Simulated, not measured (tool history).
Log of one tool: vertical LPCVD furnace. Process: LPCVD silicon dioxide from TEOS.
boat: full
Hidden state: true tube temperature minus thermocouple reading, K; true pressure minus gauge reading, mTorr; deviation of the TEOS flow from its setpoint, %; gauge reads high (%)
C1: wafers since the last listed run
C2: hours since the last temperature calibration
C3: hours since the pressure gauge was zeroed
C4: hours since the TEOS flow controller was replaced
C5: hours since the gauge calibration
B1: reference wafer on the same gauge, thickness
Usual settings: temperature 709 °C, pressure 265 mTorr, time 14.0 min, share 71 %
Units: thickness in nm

{"run": 1, "hour": 0.0, "temperature": 709, "pressure": 265, "time": 14.0, "share": 71, "C1": 0, "C2": 817.6, "C3": 2909.7, "C4": 3658.3, "C5": 1658.0, "B1": 97.97, "thickness": 120.3}
{"run": 2, "hour": 107.1, "temperature": 709, "pressure": 265, "time": 17.5, "share": 71, "C1": 1492, "C2": 924.7, "C3": 3016.8, "C4": 3765.4, "C5": 1765.1, "B1": 98.04, "thickness": 150.34}
{"run": 3, "hour": 176.4, "temperature": 709, "pressure": 265, "time": 17.5, "share": 71, "C1": 965, "C2": 994.0, "C3": 3086.1, "C4": 3834.7, "C5": 1834.4, "B1": 98.06, "thickness": 149.99}
{"run": 4, "hour": 246.6, "temperature": 709, "pressure": 265, "time": 14.0, "share": 71, "C1": 978, "C2": 1064.2, "C3": 3156.3, "C4": 3904.9, "C5": 1904.6, "B1": 98.06, "thickness": 119.53}
{"run": 5, "hour": 332.9, "temperature": 709, "pressure": 265, "time": 14.0, "share": 71, "C1": 1202, "C2": 1150.5, "C3": 3242.6, "C4": 3991.2, "C5": 1990.9, "B1": 97.89, "thickness": 119.02}
{"run": 6, "hour": 388.8, "temperature": 709, "pressure": 265, "time": 14.0, "share": 71, "C1": 779, "C2": 1206.4, "C3": 3298.5, "C4": 4047.1, "C5": 2046.8, "B1": 98.03, "thickness": 119.48}
{"hour": 546.5, "done": "thermocouples replaced and temperature profile calibrated"}
{"run": 7, "hour": 603.9, "temperature": 709, "pressure": 265, "time": 14.0, "share": 71, "C1": 2663, "C2": 57.4, "C3": 3513.6, "C4": 4262.2, "C5": 2261.9, "B1": 97.9, "thickness": 116.12}
{"run": 8, "hour": 694.2, "temperature": 709, "pressure": 265, "time": 14.0, "share": 71, "C1": 1258, "C2": 147.7, "C3": 3603.9, "C4": 4352.5, "C5": 2352.2, "B1": 98.12, "thickness": 117.01}
{"run": 9, "hour": 732.7, "temperature": 709, "pressure": 265, "time": 14.0, "share": 71, "C1": 536, "C2": 186.2, "C3": 3642.4, "C4": 4391.0, "C5": 2390.7, "B1": 98.0, "thickness": 117.27}
{"run": 10, "hour": 801.7, "temperature": 709, "pressure": 265, "time": 14.0, "share": 71, "C1": 961, "C2": 255.2, "C3": 3711.4, "C4": 4460.0, "C5": 2459.7, "B1": 97.88, "thickness": 117.14}
{"run": 11, "hour": 890.0, "temperature": 709, "pressure": 265, "time": 14.0, "share": 71, "C1": 1230, "C2": 343.5, "C3": 3799.7, "C4": 4548.3, "C5": 2548.0, "B1": 98.08, "thickness": 117.55}
{"run": 12, "hour": 975.3, "temperature": 709, "pressure": 265, "time": 14.0, "share": 71, "C1": 1188, "C2": 428.8, "C3": 3885.0, "C4": 4633.6, "C5": 2633.3, "B1": 97.89, "thickness": 118.01}
{"run": 13, "hour": 1013.0, "temperature": 706, "pressure": 265, "time": 14.0, "share": 71, "C1": 525, "C2": 466.5, "C3": 3922.7, "C4": 4671.3, "C5": 2671.0, "B1": 98.04, "thickness": 110.36}
{"run": 14, "hour": 1090.2, "temperature": 709, "pressure": 265, "time": 14.0, "share": 71, "C1": 1076, "C2": 543.7, "C3": 3999.9, "C4": 4748.5, "C5": 2748.2, "B1": 97.84, "thickness": 118.15}
{"run": 15, "hour": 1173.3, "temperature": 709, "pressure": 265, "time": 14.0, "share": 71, "C1": 1158, "C2": 626.8, "C3": 4083.0, "C4": 4831.6, "C5": 2831.3, "B1": 98.08, "thickness": 118.22}
{"run": 16, "hour": 1251.8, "temperature": 709, "pressure": 265, "time": 14.0, "share": 71, "C1": 1094, "C2": 705.3, "C3": 4161.5, "C4": 4910.1, "C5": 2909.8, "B1": 97.88, "thickness": 118.07}
{"run": 17, "hour": 1319.7, "temperature": 709, "pressure": 265, "time": 14.0, "share": 71, "C1": 946, "C2": 773.2, "C3": 4229.4, "C4": 4978.0, "C5": 2977.7, "B1": 98.15, "thickness": 118.33}
{"hour": 1326.4, "done": "gauge calibrated"}
{"hour": 1371.6, "done": "pressure gauge zeroed"}
{"hour": 1396.5, "done": "TEOS flow controller replaced"}
{"run": 18, "hour": 1397.0, "temperature": 709, "pressure": 265, "time": 14.0, "share": 71, "C1": 408, "C2": 850.5, "C3": 25.4, "C4": 0.5, "C5": 70.6, "B1": 97.94, "thickness": 120.78}
{"run": 19, "hour": 1490.2, "temperature": 709, "pressure": 265, "time": 11.5, "share": 71, "C1": 1299, "C2": 943.7, "C3": 118.6, "C4": 93.7, "C5": 163.8, "B1": 97.92, "thickness": 100.1}
{"run": 20, "hour": 1595.8, "temperature": 709, "pressure": 265, "time": 19.0, "share": 71, "C1": 1471, "C2": 1049.3, "C3": 224.2, "C4": 199.3, "C5": 269.4, "B1": 98.03, "thickness": 164.13}
{"run": 21, "hour": 1687.2, "temperature": 698, "pressure": 215, "time": 18.5, "share": 71, "C1": 1273, "C2": 1140.7, "C3": 315.6, "C4": 290.7, "C5": 360.8, "B1": 98.06, "thickness": 112.43}
{"run": 22, "hour": 1725.1, "temperature": 709, "pressure": 265, "time": 10.0, "share": 71, "C1": 528, "C2": 1178.6, "C3": 353.5, "C4": 328.6, "C5": 398.7, "B1": 97.85, "thickness": 86.53}
{"run": 23, "hour": 1763.7, "temperature": 709, "pressure": 265, "time": 11.0, "share": 81, "C1": 538, "C2": 1217.2, "C3": 392.1, "C4": 367.2, "C5": 437.3, "B1": 98.01, "thickness": 102.07}
{"run": 24, "hour": 1849.4, "temperature": 709, "pressure": 265, "time": 14.0, "share": 71, "C1": 1194, "C2": 1302.9, "C3": 477.8, "C4": 452.9, "C5": 523.0, "B1": 97.97, "thickness": 121.69}
{"hour": 1972.1, "done": "thermocouples replaced and temperature profile calibrated"}
{"run": 25, "hour": 1989.8, "temperature": 715, "pressure": 220, "time": 14.0, "share": 71, "C1": 1622, "C2": 17.7, "C3": 618.2, "C4": 593.3, "C5": 663.4, "B1": 97.97, "thickness": 122.03}
{"run": 26, "hour": 2036.1, "temperature": 709, "pressure": 265, "time": 14.0, "share": 71, "C1": 645, "C2": 64.0, "C3": 664.5, "C4": 639.6, "C5": 709.7, "B1": 98.0, "thickness": 117.14}
{"run": 27, "hour": 2080.7, "temperature": 709, "pressure": 265, "time": 14.0, "share": 71, "C1": 621, "C2": 108.6, "C3": 709.1, "C4": 684.2, "C5": 754.3, "B1": 98.08, "thickness": 117.05}
{"run": 28, "hour": 2156.9, "temperature": 709, "pressure": 325, "time": 18.0, "share": 67, "C1": 1062, "C2": 184.8, "C3": 785.3, "C4": 760.4, "C5": 830.5, "B1": 98.08, "thickness": 164.16}
{"run": 29, "hour": 2200.1, "temperature": 709, "pressure": 265, "time": 14.0, "share": 71, "C1": 602, "C2": 228.0, "C3": 828.5, "C4": 803.6, "C5": 873.7, "B1": 97.86, "thickness": 118.19}
{"run": 30, "hour": 2277.3, "temperature": 709, "pressure": 330, "time": 14.0, "share": 71, "C1": 1076, "C2": 305.2, "C3": 905.7, "C4": 880.8, "C5": 950.9, "B1": 97.98, "thickness": 132.27}
{"run": 31, "hour": 2381.4, "temperature": 715, "pressure": 265, "time": 14.0, "share": 71, "C1": 1450, "C2": 409.3, "C3": 1009.8, "C4": 984.9, "C5": 1055.0, "B1": 97.93, "thickness": 136.08}
{"run": 32, "hour": 2486.7, "temperature": 717, "pressure": 265, "time": 14.0, "share": 71, "C1": 1467, "C2": 514.6, "C3": 1115.1, "C4": 1090.2, "C5": 1160.3, "B1": 97.94, "thickness": 142.86}

How the hidden state differs across the entries between the runs, from the last listed run before each to the first after it:
Between runs 6 and 7: thermocouples replaced and temperature profile calibrated (hour 546.5)
  true tube temperature minus thermocouple reading, K: 1.65 -> 0.564; true pressure minus gauge reading, mTorr: -6.43 -> -7.67
  measured less the result without the state, thickness: +2.99 -> -0.21 nm
Between runs 17 and 18: gauge calibrated (hour 1326.4); pressure gauge zeroed (hour 1371.6); TEOS flow controller replaced (hour 1396.5)
  true tube temperature minus thermocouple reading, K: 1.76 -> 1.81; true pressure minus gauge reading, mTorr: -12.4 -> -1.21
  measured less the result without the state, thickness: +1.90 -> +4.62 nm
Between runs 24 and 25: thermocouples replaced and temperature profile calibrated (hour 1972.1)
  true tube temperature minus thermocouple reading, K: 2.01 -> 0.224; true pressure minus gauge reading, mTorr: -1.41 -> -1.54
  measured less the result without the state, thickness: +5.14 -> +0.19 nm

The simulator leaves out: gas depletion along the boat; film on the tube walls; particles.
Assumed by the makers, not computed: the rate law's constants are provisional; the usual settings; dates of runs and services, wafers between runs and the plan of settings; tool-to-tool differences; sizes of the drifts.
